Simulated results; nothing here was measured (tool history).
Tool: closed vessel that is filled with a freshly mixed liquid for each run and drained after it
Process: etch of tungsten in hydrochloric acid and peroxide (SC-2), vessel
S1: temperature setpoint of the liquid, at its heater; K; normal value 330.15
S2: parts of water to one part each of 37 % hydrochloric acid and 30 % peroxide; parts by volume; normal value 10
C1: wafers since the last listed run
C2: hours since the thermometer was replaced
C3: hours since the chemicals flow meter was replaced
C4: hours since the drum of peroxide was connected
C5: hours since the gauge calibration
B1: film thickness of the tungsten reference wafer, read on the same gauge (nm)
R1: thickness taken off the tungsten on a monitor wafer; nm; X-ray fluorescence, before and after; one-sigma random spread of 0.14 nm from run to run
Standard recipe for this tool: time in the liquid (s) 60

Run 1, hour 0: usual settings; C1 0; C2 590; C3 707.9; C4 663.3; C5 2063.5; B1 119.98. Result: R1 24.62 nm.
Run 2, hour 68.5: usual settings but S1 324.65 K; C1 9642; C2 658.5; C3 776.4; C4 731.8; C5 2132; B1 120. Result: R1 17.11 nm.
Run 3, hour 108.5: usual settings; C1 5630; C2 698.5; C3 816.4; C4 771.8; C5 2172; B1 120. Result: R1 24.75 nm.
Run 4, hour 215.6: usual settings but time in the liquid (s) 80; C1 15075; C2 805.6; C3 923.5; C4 878.9; C5 2279.1; B1 120. Result: R1 32.81 nm.
At hour 232.5: new drum of peroxide connected.
Run 5, hour 305.1: usual settings but time in the liquid (s) 80; C1 12457; C2 895.1; C3 1013; C4 72.6; C5 2368.6; B1 119.99. Result: R1 34.05 nm.
At hour 359: chemicals flow meter replaced.
Run 6, hour 366.8: usual settings; C1 8544; C2 956.8; C3 7.8; C4 134.3; C5 2430.3; B1 120.01. Result: R1 24.2 nm.
Run 7, hour 472.8: usual settings; C1 14920; C2 1062.8; C3 113.8; C4 240.3; C5 2536.3; B1 120. Result: R1 24.37 nm.
Run 8, hour 534.3: usual settings; C1 8656; C2 1124.3; C3 175.3; C4 301.8; C5 2597.8; B1 119.99. Result: R1 24.2 nm.
Run 9, hour 570.8: usual settings; C1 5137; C2 1160.8; C3 211.8; C4 338.3; C5 2634.3; B1 119.97. Result: R1 24.53 nm.
Run 10, hour 666.3: usual settings; C1 13442; C2 1256.3; C3 307.3; C4 433.8; C5 2729.8; B1 119.95. Result: R1 24.28 nm.
Run 11, hour 757.7: usual settings but S1 333.65 K, S2 8.5 parts by volume; C1 12865; C2 1347.7; C3 398.7; C4 525.2; C5 2821.2; B1 120.01. Result: R1 34.6 nm.
At hour 961.4: new drum of peroxide connected.
At hour 983.3: gauge calibrated.
Run 12, hour 1067.9: usual settings but time in the liquid (s) 70; C1 43522; C2 1657.9; C3 708.9; C4 106.5; C5 84.6; B1 119.95. Result: R1 29.68 nm.
At hour 1091.6: thermometer replaced.
Run 13, hour 1116.7: usual settings; C1 6728; C2 25.1; C3 757.7; C4 155.3; C5 133.4; B1 119.99. Result: R1 25.48 nm.
Run 14, hour 1205.7: usual settings but S1 327.15 K, S2 12.5 parts by volume; C1 12527; C2 114.1; C3 846.7; C4 244.3; C5 222.4; B1 120. Result: R1 17.46 nm.
Run 15, hour 1276.3: usual settings; C1 9937; C2 184.7; C3 917.3; C4 314.9; C5 293; B1 120. Result: R1 25.82 nm.
At hour 1327.8: chemicals flow meter replaced.
Run 16, hour 1333.1: usual settings but S1 320.65 K, S2 13 parts by volume; C1 7854; C2 241.5; C3 5.3; C4 371.7; C5 349.8; B1 120.01. Result: R1 10.17 nm.
Run 17, hour 1408.1: usual settings but S1 326.15 K, S2 13.5 parts by volume, time in the liquid (s) 50; C1 10556; C2 316.5; C3 80.3; C4 446.7; C5 424.8; B1 119.98. Result: R1 11.91 nm.
Run 18, hour 1447.7: usual settings but S1 333.15 K, time in the liquid (s) 70; C1 5574; C2 356.1; C3 119.9; C4 486.3; C5 464.4; B1 119.98. Result: R1 34.08 nm.
Run 19, hour 1520.4: usual settings but S1 334.65 K; C1 10233; C2 428.8; C3 192.6; C4 559; C5 537.1; B1 120.01. Result: R1 31.95 nm.
Run 20, hour 1589.1: usual settings but S2 8.5 parts by volume, time in the liquid (s) 35; C1 9670; C2 497.5; C3 261.3; C4 627.7; C5 605.8; B1 120.02. Result: R1 16.03 nm.
Run 21, hour 1689.6: usual settings but S2 8.5 parts by volume, time in the liquid (s) 35; C1 14146; C2 598; C3 361.8; C4 728.2; C5 706.3; B1 120. Result: R1 15.84 nm.
At hour 1698: new drum of peroxide connected.
Run 22, hour 1794.1: usual settings; C1 14568; C2 702.5; C3 466.3; C4 96.1; C5 810.8; B1 119.99. Result: R1 24.67 nm.
Run 23, hour 1857.7: usual settings but S2 15 parts by volume; C1 8952; C2 766.1; C3 529.9; C4 159.7; C5 874.4; B1 119.98. Result: R1 17.76 nm.
Run 24, hour 1910.3: usual settings but S1 321.15 K; C1 7403; C2 818.7; C3 582.5; C4 212.3; C5 927; B1 120. Result: R1 13.83 nm.
Run 25, hour 1961: usual settings; C1 7136; C2 869.4; C3 633.2; C4 263; C5 977.7; B1 120.02. Result: R1 24.81 nm.
Run 26, hour 2011.8: usual settings but S1 338.65 K, S2 8 parts by volume, time in the liquid (s) 35; C1 7150; C2 920.2; C3 684; C4 313.8; C5 1028.5; B1 119.96. Result: R1 29.68 nm.
Run 27, hour 2092: usual settings but S2 8 parts by volume; C1 11288; C2 1000.4; C3 764.2; C4 394; C5 1108.7; B1 120.01. Result: R1 30.13 nm.
Run 28, hour 2195.4: usual settings but S1 338.65 K, S2 13.5 parts by volume, time in the liquid (s) 85; C1 14554; C2 1103.8; C3 867.6; C4 497.4; C5 1212.1; B1 119.97. Result: R1 46.79 nm.
Run 29, hour 2239.8: usual settings but S1 325.15 K, time in the liquid (s) 85; C1 6249; C2 1148.2; C3 912; C4 541.8; C5 1256.5; B1 119.97. Result: R1 25.77 nm.

Branching from run 29: 5 alternative next runs. What would each branch give?
Run A, hour 2240.5: usual settings; C1 98; C2 1148.9; C3 912.7; C4 542.5; C5 1257.2; B1 ?. Result: R1 ?.
Run B, hour 2240.5: usual settings but S1 339.15 K, S2 13 parts by volume, time in the liquid (s) 50; C1 98; C2 1148.9; C3 912.7; C4 542.5; C5 1257.2; B1 ?. Result: R1 ?.
Run C, hour 2240.5: usual settings but S1 334.65 K, S2 8.5 parts by volume, time in the liquid (s) 50; C1 98; C2 1148.9; C3 912.7; C4 542.5; C5 1257.2; B1 ?. Result: R1 ?.
Run D, hour 2240.5: usual settings but S1 324.15 K; C1 98; C2 1148.9; C3 912.7; C4 542.5; C5 1257.2; B1 ?. Result: R1 ?.
Run E, hour 2240.5: usual settings but S1 337.15 K, time in the liquid (s) 90; C1 98; C2 1148.9; C3 912.7; C4 542.5; C5 1257.2; B1 ?. Result: R1 ?.

run      B1     R1
  A  120.02  25.38
  B  120.02  29.67
  C  120.02  32.05
  D  120.02  17.18
  E  120.02  58.98
Take away the tool's hidden state, keep each run's random variation, and the runs would have read:
run     R1
  A  24.57
  B  28.66
  C  31.07
  D  16.63
  E   57.1
